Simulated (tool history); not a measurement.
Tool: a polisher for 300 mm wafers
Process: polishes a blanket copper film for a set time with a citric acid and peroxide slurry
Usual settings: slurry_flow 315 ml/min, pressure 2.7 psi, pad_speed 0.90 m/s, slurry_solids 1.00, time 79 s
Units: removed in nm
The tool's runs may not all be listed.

| run | hour | slurry_flow | pressure | pad_speed | slurry_solids | time | wafers since the last listed run | wafers polished on this pad | hours since the slurry nozzle was cleaned | hours since the head pressure was calibrated | hours since the slurry blender was calibrated | incoming thickness of the incoming film, nm | removed |
|---|---|---|---|---|---|---|---|---|---|---|---|---|---|
| 1 | 0.0 | 315 | 2.4 | 0.90 | 1.00 | 79 | 0 | 136 | 26.4 | 822.6 | 368.7 | 1195.6 | 126.4 |
| 2 | 17.5 | 315 | 2.4 | 0.90 | 1.00 | 79 | 108 | 245 | 43.9 | 840.1 | 386.2 | 1222.9 | 129.2 |
| 3 | 32.6 | 315 | 2.4 | 0.90 | 1.00 | 79 | 93 | 338 | 59.0 | 855.2 | 401.3 | 1194.3 | 129.3 |
|  | 45.2 | head pressure recalibrated |
| 4 | 45.7 | 315 | 2.7 | 0.70 | 0.90 | 79 | 68 | 407 | 72.1 | 0.5 | 414.4 | 1198.7 | 116.1 |
| 5 | 60.1 | 315 | 2.7 | 0.70 | 0.90 | 79 | 89 | 496 | 86.5 | 14.9 | 428.8 | 1193.9 | 115.8 |
| 6 | 72.6 | 315 | 2.7 | 0.70 | 0.90 | 79 | 77 | 574 | 99.0 | 27.4 | 441.3 | 1194.3 | 115.8 |
| 7 | 79.2 | 315 | 2.7 | 0.90 | 1.00 | 106 | 40 | 614 | 105.6 | 34.0 | 447.9 | 1199.2 | 188.2 |
|  | 90.9 | slurry blender recalibrated |
| 8 | 93.5 | 315 | 2.7 | 0.90 | 1.00 | 79 | 76 | 691 | 119.9 | 48.3 | 2.6 | 1207.9 | 153.6 |
| 9 | 106.8 | 385 | 2.1 | 1.14 | 1.00 | 79 | 82 | 773 | 133.2 | 61.6 | 15.9 | 1217.9 | 143.4 |
| 10 | 120.0 | 285 | 2.7 | 1.20 | 0.75 | 79 | 81 | 855 | 146.4 | 74.8 | 29.1 | 1188.6 | 167.8 |
|  | 133.3 | worn pad replaced by a new one |
| 11 | 133.6 | 240 | 2.7 | 0.90 | 1.00 | 79 | 59 | 2 | 160.0 | 88.4 | 42.7 | 1215.0 | 153.7 |
| 12 | 147.6 | 315 | 2.7 | 0.90 | 1.00 | 79 | 86 | 88 | 174.0 | 102.4 | 56.7 | 1190.1 | 153.2 |
| 13 | 158.6 | 315 | 2.3 | 0.90 | 1.00 | 79 | 68 | 156 | 185.0 | 113.4 | 67.7 | 1206.5 | 136.0 |
| 14 | 170.3 | 315 | 2.7 | 0.80 | 0.70 | 79 | 72 | 229 | 196.7 | 125.1 | 79.4 | 1178.0 | 124.1 |
| 15 | 186.8 | 315 | 2.7 | 0.90 | 0.85 | 79 | 102 | 331 | 213.2 | 141.6 | 95.9 | 1205.4 | 144.3 |
| 16 | 194.0 | 315 | 2.7 | 0.90 | 1.00 | 79 | 44 | 376 | 220.4 | 148.8 | 103.1 | 1199.0 | 151.0 |
| 17 | 205.4 | 275 | 3.3 | 1.08 | 0.80 | 79 | 70 | 446 | 231.8 | 160.2 | 114.5 | 1185.3 | 191.8 |
| 18 | 214.4 | 315 | 3.0 | 0.90 | 1.00 | 90 | 55 | 502 | 240.8 | 169.2 | 123.5 | 1186.9 | 189.6 |
| 19 | 246.5 | 315 | 2.7 | 0.90 | 1.15 | 79 | 198 | 701 | 272.9 | 201.3 | 155.6 | 1196.7 | 148.8 |
| 20 | 262.1 | 315 | 2.7 | 0.68 | 1.00 | 79 | 96 | 797 | 288.5 | 216.9 | 171.2 | 1198.2 | 115.1 |
| 21 | 272.1 | 315 | 2.7 | 0.70 | 0.90 | 79 | 61 | 859 | 298.5 | 226.9 | 181.2 | 1187.2 | 110.4 |
| 22 | 288.6 | 315 | 2.7 | 0.58 | 1.00 | 87 | 102 | 962 | 315.0 | 243.4 | 197.7 | 1191.8 | 111.8 |
|  | 303.3 | worn pad replaced by a new one |
| 23 | 303.8 | 315 | 2.7 | 0.80 | 1.00 | 79 | 69 | 3 | 330.2 | 258.6 | 212.9 | 1188.7 | 132.4 |
| 24 | 311.2 | 315 | 3.2 | 0.90 | 1.00 | 90 | 45 | 49 | 337.6 | 266.0 | 220.3 | 1204.9 | 198.8 |
|  | 312.4 | slurry nozzle cleaned |
| 25 | 328.2 | 315 | 2.7 | 1.06 | 1.20 | 79 | 99 | 148 | 15.8 | 283.0 | 237.3 | 1183.1 | 175.4 |
| 26 | 343.9 | 315 | 2.7 | 0.90 | 1.00 | 79 | 97 | 245 | 31.5 | 298.7 | 253.0 | 1202.8 | 146.2 |
| 27 | 381.4 | 315 | 2.3 | 1.10 | 1.00 | 79 | 232 | 477 | 69.0 | 336.2 | 290.5 | 1198.4 | 141.7 |
| 28 | 396.3 | 410 | 2.7 | 1.02 | 1.00 | 64 | 92 | 569 | 83.9 | 351.1 | 305.4 | 1184.3 | 127.2 |
| 29 | 406.7 | 315 | 2.7 | 0.90 | 0.90 | 59 | 64 | 634 | 94.3 | 361.5 | 315.8 | 1178.8 | 102.6 |
| 30 | 415.2 | 250 | 3.0 | 0.90 | 1.00 | 79 | 52 | 686 | 102.8 | 370.0 | 324.3 | 1207.7 | 147.4 |

Forecast each of these 5 alternatives for the next run:
| A | 415.6 | 315 | 2.7 | 0.90 | 1.00 | 79 | 2 | 689 | 103.2 | 370.4 | 324.7 | 1199.3 | ? |
| B | 415.6 | 255 | 2.7 | 0.90 | 1.30 | 79 | 2 | 689 | 103.2 | 370.4 | 324.7 | 1199.3 | ? |
| C | 415.6 | 315 | 3.5 | 0.90 | 1.00 | 79 | 2 | 689 | 103.2 | 370.4 | 324.7 | 1199.3 | ? |
| D | 415.6 | 360 | 2.7 | 0.98 | 1.30 | 79 | 2 | 689 | 103.2 | 370.4 | 324.7 | 1199.3 | ? |
| E | 415.6 | 315 | 2.7 | 0.90 | 1.20 | 79 | 2 | 689 | 103.2 | 370.4 | 324.7 | 1199.3 | ? |

| run | removed |
|---|---|
| A | 138.9 |
| B | 147.6 |
| C | 178.8 |
| D | 161.7 |
| E | 146.8 |
Without the tool's hidden state the same runs would have given:
| run | removed |
|---|---|
| A | 165.8 |
| B | 177.2 |
| C | 213.5 |
| D | 194.2 |
| E | 176.1 |

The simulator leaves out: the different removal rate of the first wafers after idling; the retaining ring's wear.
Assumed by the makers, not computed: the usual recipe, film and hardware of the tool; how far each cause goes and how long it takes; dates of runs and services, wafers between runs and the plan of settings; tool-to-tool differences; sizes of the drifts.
